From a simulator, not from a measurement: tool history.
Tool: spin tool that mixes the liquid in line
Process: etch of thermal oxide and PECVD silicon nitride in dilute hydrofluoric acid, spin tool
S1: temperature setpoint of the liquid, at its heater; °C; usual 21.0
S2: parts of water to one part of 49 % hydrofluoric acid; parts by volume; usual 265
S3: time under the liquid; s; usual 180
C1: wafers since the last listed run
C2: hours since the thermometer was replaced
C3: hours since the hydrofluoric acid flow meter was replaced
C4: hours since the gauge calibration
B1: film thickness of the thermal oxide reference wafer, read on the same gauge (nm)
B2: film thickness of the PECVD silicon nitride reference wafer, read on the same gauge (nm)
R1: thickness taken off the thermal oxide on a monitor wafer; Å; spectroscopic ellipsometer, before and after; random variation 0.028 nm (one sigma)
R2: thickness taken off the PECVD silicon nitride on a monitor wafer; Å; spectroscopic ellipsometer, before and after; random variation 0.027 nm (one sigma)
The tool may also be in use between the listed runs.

run	hour	S1	S2	S3	C1	C2	C3	C4	B1	B2	R1	R2
1	0.0	21.0	265	180	0	87.5	630.9	218.2	100.008	150.016	21.45	11.69
2	70.5	21.0	265	180	470	158.0	701.4	288.7	100.018	149.991	21.42	11.27
# hour 80.1: hydrofluoric acid flow meter replaced
3	119.3	24.0	265	180	318	206.8	39.2	337.5	99.979	149.999	26.44	15.22
4	193.4	21.0	340	95	494	280.9	113.3	411.6	99.982	150.011	8.78	4.90
5	264.4	21.0	265	180	473	351.9	184.3	482.6	99.991	149.990	22.19	11.91
6	304.3	21.0	265	180	266	391.8	224.2	522.5	99.996	150.015	22.79	12.14
7	407.9	21.0	265	180	690	495.4	327.8	626.1	99.998	150.012	22.41	11.53
8	604.4	17.0	210	180	1310	691.9	524.3	822.6	99.990	150.005	25.08	11.36
9	710.1	24.5	165	265	705	797.6	630.0	928.3	100.001	150.004	65.14	32.64
# hour 719.5: hydrofluoric acid flow meter replaced
10	795.7	21.0	265	250	564	883.2	76.2	1013.9	100.003	149.996	27.18	15.19
# hour 879.0: gauge calibrated
# hour 885.7: thermometer replaced
11	896.0	21.0	265	180	662	10.3	176.5	17.0	99.993	149.976	19.53	10.68
# hour 961.1: hydrofluoric acid flow meter replaced, repeated, since the last time left the tool worse
12	977.1	21.0	265	140	534	91.4	16.0	98.1	99.988	149.982	18.31	9.34
13	1047.0	22.5	195	180	466	161.3	85.9	168.0	99.984	150.002	36.06	18.15
14	1134.2	21.0	345	140	581	248.5	173.1	255.2	100.005	149.986	12.81	7.34

Some steps in R1 between neighbouring runs. How much of each would the tool show without its hidden state too (settings, what came in, random variation), and how much is left for the hidden state, with any gauge scatter that isn't in both results?
The hidden state here: liquid hotter than its thermometer reads (K); hydrofluoric acid flow below the setpoint (%); gauge reads high (%).
Run 8 -> 9: S1 17.0 -> 24.5, S2 210 -> 165, S3 180 -> 265. R1 +40.06 Å: hidden state -4.04, all else +44.10.
Run 11 -> 12: S3 180 -> 140, hydrofluoric acid flow meter replaced, repeated, since the last time left the tool worse. R1 -1.22 Å: hidden state +4.32, all else -5.54.
